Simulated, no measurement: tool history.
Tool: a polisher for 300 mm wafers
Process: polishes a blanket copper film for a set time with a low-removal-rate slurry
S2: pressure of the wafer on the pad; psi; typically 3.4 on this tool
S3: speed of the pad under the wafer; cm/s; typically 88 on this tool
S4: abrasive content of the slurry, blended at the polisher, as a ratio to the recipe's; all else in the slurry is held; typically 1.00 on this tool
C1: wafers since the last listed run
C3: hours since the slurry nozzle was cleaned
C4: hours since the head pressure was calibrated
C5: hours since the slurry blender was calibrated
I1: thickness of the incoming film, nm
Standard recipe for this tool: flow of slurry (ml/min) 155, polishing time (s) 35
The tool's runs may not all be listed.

Run 1, day 0.000: usual settings but flow of slurry (ml/min) 135; C1 0; wafers polished on this pad 933; C3 185.2; C4 481.8; C5 162.7; I1 1222.8. Result: film removed (Å) 859.
At day 1.300: slurry nozzle cleaned.
Run 2, day 2.671: usual settings; C1 658; wafers polished on this pad 1592; C3 32.9; C4 545.9; C5 226.8; I1 1229.8. Result: film removed (Å) 845.
Run 3, day 4.017: usual settings; C1 337; wafers polished on this pad 1929; C3 65.2; C4 578.2; C5 259.1; I1 1215.5. Result: film removed (Å) 815.
At day 4.579: worn pad replaced by a new one.
At day 5.158: slurry blender recalibrated.
Run 4, day 6.700: usual settings; C1 609; wafers polished on this pad 510; C3 129.6; C4 642.6; C5 37.0; I1 1209.7. Result: film removed (Å) 848.
Run 5, day 8.829: usual settings but flow of slurry (ml/min) 120; C1 533; wafers polished on this pad 1044; C3 180.7; C4 693.7; C5 88.1; I1 1208.8. Result: film removed (Å) 830.
At day 10.579: slurry nozzle cleaned.
At day 11.296: worn pad replaced by a new one.
Run 6, day 11.346: usual settings but S2 4.2 psi, S4 0.80; C1 578; wafers polished on this pad 12; C3 18.4; C4 754.1; C5 148.5; I1 1199.8. Result: film removed (Å) 942.
Run 7, day 14.183: usual settings but S2 4.2 psi, S4 0.80; C1 710; wafers polished on this pad 723; C3 86.5; C4 822.2; C5 216.6; I1 1188.5. Result: film removed (Å) 952.
Run 8, day 16.467: usual settings but S4 0.80; C1 572; wafers polished on this pad 1295; C3 141.3; C4 877.0; C5 271.4; I1 1200.9. Result: film removed (Å) 818.
At day 17.208: slurry blender recalibrated.
Run 9, day 17.971: usual settings but S4 0.80; C1 356; wafers polished on this pad 1651; C3 177.4; C4 913.1; C5 18.3; I1 1195.9. Result: film removed (Å) 796.
At day 18.292: worn pad replaced by a new one.
At day 18.858: slurry nozzle cleaned.
Run 10, day 20.017: usual settings but S3 118 cm/s, S4 0.90; C1 460; wafers polished on this pad 422; C3 27.8; C4 962.2; C5 67.4; I1 1207.7. Result: film removed (Å) 1100.
Run 11, day 22.142: usual settings; C1 532; wafers polished on this pad 954; C3 78.8; C4 1013.2; C5 118.4; I1 1208.3. Result: film removed (Å) 872.
Run 12, day 24.404: usual settings but flow of slurry (ml/min) 105, S2 3.0 psi, S3 112 cm/s, S4 0.80; C1 566; wafers polished on this pad 1521; C3 133.1; C4 1067.5; C5 172.7; I1 1199.7. Result: film removed (Å) 903.
At day 25.642: worn pad replaced by a new one.
Run 13, day 27.025: usual settings; C1 614; wafers polished on this pad 346; C3 196.0; C4 1130.4; C5 235.6; I1 1204.5. Result: film removed (Å) 854.
At day 27.854: slurry blender recalibrated.
Run 14, day 28.300: usual settings but polishing time (s) 28; C1 298; wafers polished on this pad 645; C3 226.6; C4 1161.0; C5 10.7; I1 1222.9. Result: film removed (Å) 688.
At day 29.008: slurry nozzle cleaned.
At day 29.117: head pressure recalibrated.
Run 15, day 31.054: usual settings but flow of slurry (ml/min) 105, S2 3.0 psi, S3 116 cm/s, S4 0.90; C1 658; wafers polished on this pad 1303; C3 49.1; C4 46.5; C5 76.8; I1 1205.2. Result: film removed (Å) 954.
Run 16, day 32.700: usual settings but flow of slurry (ml/min) 185, S4 1.20; C1 412; wafers polished on this pad 1716; C3 88.6; C4 86.0; C5 116.3; I1 1204.8. Result: film removed (Å) 893.
At day 33.700: worn pad replaced by a new one.
Run 17, day 34.400: usual settings; C1 384; wafers polished on this pad 175; C3 129.4; C4 126.8; C5 157.1; I1 1203.0. Result: film removed (Å) 861.
Run 18, day 36.938: usual settings but polishing time (s) 44; C1 635; wafers polished on this pad 811; C3 190.3; C4 187.7; C5 218.0; I1 1216.3. Result: film removed (Å) 1079.
Run 19, day 38.533: usual settings but flow of slurry (ml/min) 120, S2 2.4 psi, S4 0.85, polishing time (s) 46; C1 399; wafers polished on this pad 1211; C3 228.6; C4 226.0; C5 256.3; I1 1203.7. Result: film removed (Å) 889.

Branching from run 19: 5 alternative next runs. What would each branch give?
Run A, day 38.550: usual settings but S2 4.4 psi; C1 4; wafers polished on this pad 1215; C3 229.0; C4 226.4; C5 256.7; I1 1229.0. Result: film removed (Å) ?.
Run B, day 38.550: usual settings but flow of slurry (ml/min) 135, S3 114 cm/s, polishing time (s) 45; C1 4; wafers polished on this pad 1215; C3 229.0; C4 226.4; C5 256.7; I1 1229.0. Result: film removed (Å) ?.
Run C, day 38.550: usual settings but S2 3.1 psi; C1 4; wafers polished on this pad 1215; C3 229.0; C4 226.4; C5 256.7; I1 1229.0. Result: film removed (Å) ?.
Run D, day 38.550: usual settings but S2 2.5 psi; C1 4; wafers polished on this pad 1215; C3 229.0; C4 226.4; C5 256.7; I1 1229.0. Result: film removed (Å) ?.
Run E, day 38.550: usual settings but S2 4.0 psi, S4 1.20; C1 4; wafers polished on this pad 1215; C3 229.0; C4 226.4; C5 256.7; I1 1229.0. Result: film removed (Å) ?.

run  film removed (Å)
  A              1023
  B              1389
  C               823
  D               731
  E              1000
What these runs would have given with no unlogged condition in the tool:
run  film removed (Å)
  A              1048
  B              1423
  C               843
  D               749
  E              1024

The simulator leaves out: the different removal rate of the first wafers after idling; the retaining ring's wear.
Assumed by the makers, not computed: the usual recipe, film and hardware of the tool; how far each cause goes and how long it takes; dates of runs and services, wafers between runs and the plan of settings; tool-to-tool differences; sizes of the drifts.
